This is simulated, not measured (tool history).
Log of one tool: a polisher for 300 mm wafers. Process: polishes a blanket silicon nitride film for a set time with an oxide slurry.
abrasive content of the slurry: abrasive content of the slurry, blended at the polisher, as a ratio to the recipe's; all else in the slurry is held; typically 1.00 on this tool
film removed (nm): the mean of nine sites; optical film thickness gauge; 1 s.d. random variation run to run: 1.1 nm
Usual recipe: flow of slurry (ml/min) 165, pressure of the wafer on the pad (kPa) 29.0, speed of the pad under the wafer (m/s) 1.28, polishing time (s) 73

run,day,flow of slurry (ml/min),pressure of the wafer on the pad (kPa),speed of the pad under the wafer (m/s),abrasive content of the slurry,polishing time (s),"incoming thickness of the incoming film, nm",film removed (nm)
1,0.000,165,32.4,1.28,1.00,73,573.8,75.5
2,0.608,165,29.0,1.28,1.00,73,577.1,69.5
# day 1.158: worn pad replaced by a new one, of another model than before
3,2.088,165,29.0,0.92,1.00,57,566.2,51.4
4,4.733,165,29.0,1.48,0.85,73,572.1,68.9
5,5.688,165,19.3,1.28,1.00,88,566.3,65.0
# day 5.908: slurry nozzle cleaned
6,6.558,200,25.5,1.52,1.00,56,575.4,56.0
7,7.325,190,29.0,1.28,0.75,62,564.2,48.4
8,8.108,200,34.5,1.02,1.00,92,571.7,89.2
# day 9.875: conditioning disc replaced and pad reconditioned
# day 11.229: slurry blender recalibrated
9,12.317,205,29.0,1.28,1.20,56,574.0,60.9
10,13.533,165,29.0,1.28,1.00,88,576.5,80.3
# day 13.862: worn pad replaced by a new one
11,14.288,165,32.4,1.28,1.00,73,575.9,84.5
12,14.804,215,33.8,1.28,0.80,73,576.9,73.5
13,16.017,165,29.0,1.28,1.00,73,565.3,72.7
14,17.142,165,39.3,1.28,1.00,73,564.7,91.1
15,17.967,165,20.7,0.94,1.00,87,569.2,58.3
# day 18.075: head pressure recalibrated
16,18.638,165,29.0,1.62,1.10,73,579.3,84.1
17,19.454,120,33.8,1.28,1.00,73,575.3,77.4
# day 20.546: conditioning disc replaced and pad reconditioned
18,20.750,165,20.7,1.28,1.10,73,569.3,58.8
# day 21.250: slurry blender recalibrated
19,22.025,165,29.0,1.44,1.00,73,557.8,71.5
20,23.396,165,29.0,1.28,1.00,73,560.6,68.8
21,24.721,165,33.1,1.28,1.00,62,563.1,63.1
22,26.071,165,37.9,1.42,1.20,63,574.9,85.2
# day 26.767: worn pad replaced by a new one
23,26.788,165,37.9,1.16,1.10,73,579.0,98.7
24,27.262,165,26.2,0.88,1.15,62,561.4,56.3
25,28.650,165,29.0,1.28,1.00,73,571.0,74.6
26,29.279,165,29.0,0.86,1.00,73,562.5,61.2
27,30.338,165,29.0,1.28,1.00,73,567.1,69.4

Predict each of these 3 candidate next runs independently; none follows another, all start after run 27:
A,30.354,215,29.0,1.28,1.00,73,581.1,?
B,30.354,165,29.0,1.02,1.00,73,581.1,?
C,30.354,165,29.0,1.28,0.85,73,581.1,?

run,film removed (nm)
A,76.1
B,66.5
C,65.9
Take away the tool's hidden state, keep each run's random variation, and the runs would have read:
run,film removed (nm)
A,84.6
B,74.0
C,73.3
